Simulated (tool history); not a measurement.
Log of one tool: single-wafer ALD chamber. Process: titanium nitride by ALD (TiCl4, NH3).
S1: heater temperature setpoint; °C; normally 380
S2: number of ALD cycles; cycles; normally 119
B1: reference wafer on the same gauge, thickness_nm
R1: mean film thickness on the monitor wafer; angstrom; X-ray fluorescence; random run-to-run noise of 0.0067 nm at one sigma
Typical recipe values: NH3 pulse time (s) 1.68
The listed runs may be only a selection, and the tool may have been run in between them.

Run 1, hour 0.0: usual settings; B1 3.139. Result: R1 26.90 angstrom.
Run 2, hour 18.2: usual settings; B1 3.138. Result: R1 26.86 angstrom.
Run 3, hour 33.8: usual settings but S1 386 °C; B1 3.139. Result: R1 26.98 angstrom.
Run 4, hour 47.0: usual settings but S1 386 °C; B1 3.138. Result: R1 26.92 angstrom.
Run 5, hour 70.0: usual settings; B1 3.142. Result: R1 26.74 angstrom.
Run 6, hour 101.2: usual settings; B1 3.143. Result: R1 26.86 angstrom.
Run 7, hour 121.6: usual settings; B1 3.140. Result: R1 26.81 angstrom.
Run 8, hour 136.5: usual settings; B1 3.149. Result: R1 26.94 angstrom.
Run 9, hour 171.1: usual settings; B1 3.153. Result: R1 27.11 angstrom.
Run 10, hour 199.6: usual settings; B1 3.155. Result: R1 27.04 angstrom.
At hour 274.6: showerhead replaced.
At hour 278.4: thermocouple changed; heater temperature recalibrated.
Run 11, hour 278.9: usual settings but S1 371 °C, NH3 pulse time (s) 2.04; B1 3.174. Result: R1 27.21 angstrom.
Run 12, hour 286.4: usual settings but S1 391 °C, S2 130 cycles, NH3 pulse time (s) 1.44; B1 3.173. Result: R1 29.82 angstrom.
Run 13, hour 315.5: usual settings; B1 3.180. Result: R1 27.21 angstrom.
At hour 322.7: gauge calibrated.
Run 14, hour 347.5: usual settings but S1 375 °C, NH3 pulse time (s) 2.05; B1 3.136. Result: R1 26.90 angstrom.
Run 15, hour 360.3: usual settings but S1 384 °C, S2 107 cycles, NH3 pulse time (s) 1.07; B1 3.134. Result: R1 23.47 angstrom.
Run 16, hour 372.8: usual settings; B1 3.137. Result: R1 26.92 angstrom.
Run 17, hour 399.7: usual settings; B1 3.139. Result: R1 26.90 angstrom.
Run 18, hour 415.4: usual settings but S1 372 °C, NH3 pulse time (s) 2.35; B1 3.137. Result: R1 27.09 angstrom.
Run 19, hour 429.7: usual settings but S1 368 °C, S2 102 cycles, NH3 pulse time (s) 1.21; B1 3.145. Result: R1 22.07 angstrom.
Run 20, hour 450.1: usual settings but S1 374 °C, S2 104 cycles, NH3 pulse time (s) 2.11; B1 3.141. Result: R1 23.83 angstrom.

Predict each of these 5 candidate next runs independently; none follows another, all start after run 20:
Run A, hour 450.8: usual settings; B1 ?. Result: R1 ?.
Run B, hour 450.8: usual settings but S1 376 °C, NH3 pulse time (s) 1.10; B1 ?. Result: R1 ?.
Run C, hour 450.8: usual settings but S1 392 °C, S2 130 cycles; B1 ?. Result: R1 ?.
Run D, hour 450.8: usual settings but S2 98 cycles, NH3 pulse time (s) 1.24; B1 ?. Result: R1 ?.
Run E, hour 450.8: usual settings but NH3 pulse time (s) 1.86; B1 ?. Result: R1 ?.

run     B1     R1
  A  3.144  26.82
  B  3.144  25.89
  C  3.144  29.64
  D  3.144  21.64
  E  3.144  26.99
With no hidden state in the tool, these same runs would have given:
run     R1
  A  26.72
  B  25.78
  C  29.52
  D  21.55
  E  26.88
